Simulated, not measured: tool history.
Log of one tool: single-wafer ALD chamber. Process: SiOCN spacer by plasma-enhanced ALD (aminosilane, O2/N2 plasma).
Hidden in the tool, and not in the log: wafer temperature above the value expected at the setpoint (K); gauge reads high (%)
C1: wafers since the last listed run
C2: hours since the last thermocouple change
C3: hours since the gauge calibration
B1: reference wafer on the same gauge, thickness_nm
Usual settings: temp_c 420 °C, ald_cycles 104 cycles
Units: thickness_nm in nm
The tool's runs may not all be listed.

Run 1, hour 0: usual settings but temp_c 424 °C, ald_cycles 94 cycles; C1 0; C2 2077.7; C3 490.4; B1 6.022. Result: thickness_nm 4.911 nm.
Run 2, hour 93.7: usual settings but ald_cycles 90 cycles; C1 346; C2 2171.4; C3 584.1; B1 6.019. Result: thickness_nm 4.728 nm.
Run 3, hour 131.2: usual settings but ald_cycles 90 cycles; C1 138; C2 2208.9; C3 621.6; B1 6.016. Result: thickness_nm 4.733 nm.
Run 4, hour 221.5: usual settings; C1 333; C2 2299.2; C3 711.9; B1 6.021. Result: thickness_nm 5.48 nm.
Run 5, hour 301.7: usual settings; C1 296; C2 2379.4; C3 792.1; B1 6.024. Result: thickness_nm 5.47 nm.
Run 6, hour 344.1: usual settings; C1 156; C2 2421.8; C3 834.5; B1 6.019. Result: thickness_nm 5.479 nm.
At hour 390.4: thermocouple changed; heater temperature recalibrated.
Run 7, hour 429.5: usual settings; C1 286; C2 39.1; C3 919.9; B1 6.018. Result: thickness_nm 5.577 nm.
Run 8, hour 495.7: usual settings; C1 244; C2 105.3; C3 986.1; B1 6.026. Result: thickness_nm 5.564 nm.
At hour 561.2: gauge calibrated.
Run 9, hour 593.3: usual settings; C1 360; C2 202.9; C3 32.1; B1 6.02. Result: thickness_nm 5.535 nm.
Run 10, hour 694.8: usual settings but ald_cycles 88 cycles; C1 375; C2 304.4; C3 133.6; B1 6.022. Result: thickness_nm 4.689 nm.
Run 11, hour 753.7: usual settings but temp_c 432 °C, ald_cycles 96 cycles; C1 217; C2 363.3; C3 192.5; B1 6.019. Result: thickness_nm 4.943 nm.
Run 12, hour 807.8: usual settings but temp_c 429 °C; C1 200; C2 417.4; C3 246.6; B1 6.015. Result: thickness_nm 5.373 nm.
Run 13, hour 891.3: usual settings but temp_c 429 °C; C1 308; C2 500.9; C3 330.1; B1 6.017. Result: thickness_nm 5.377 nm.
Run 14, hour 977.8: usual settings but temp_c 435 °C, ald_cycles 95 cycles; C1 319; C2 587.4; C3 416.6; B1 6.018. Result: thickness_nm 4.799 nm.
Run 15, hour 1068.9: usual settings but temp_c 406 °C; C1 336; C2 678.5; C3 507.7; B1 6.022. Result: thickness_nm 5.72 nm.
Run 16, hour 1143.8: usual settings but ald_cycles 110 cycles; C1 276; C2 753.4; C3 582.6; B1 6.023. Result: thickness_nm 5.826 nm.

The same runs without the tool's hidden state, with the same run-to-run variation:
run  thickness_nm
  1         4.996
  2          4.81
  3         4.815
  4         5.576
  5         5.566
  6         5.575
  7         5.585
  8          5.58
  9         5.562
 10          4.72
 11         4.982
 12         5.418
 13         5.429
 14         4.851
 15         5.782
 16         5.896
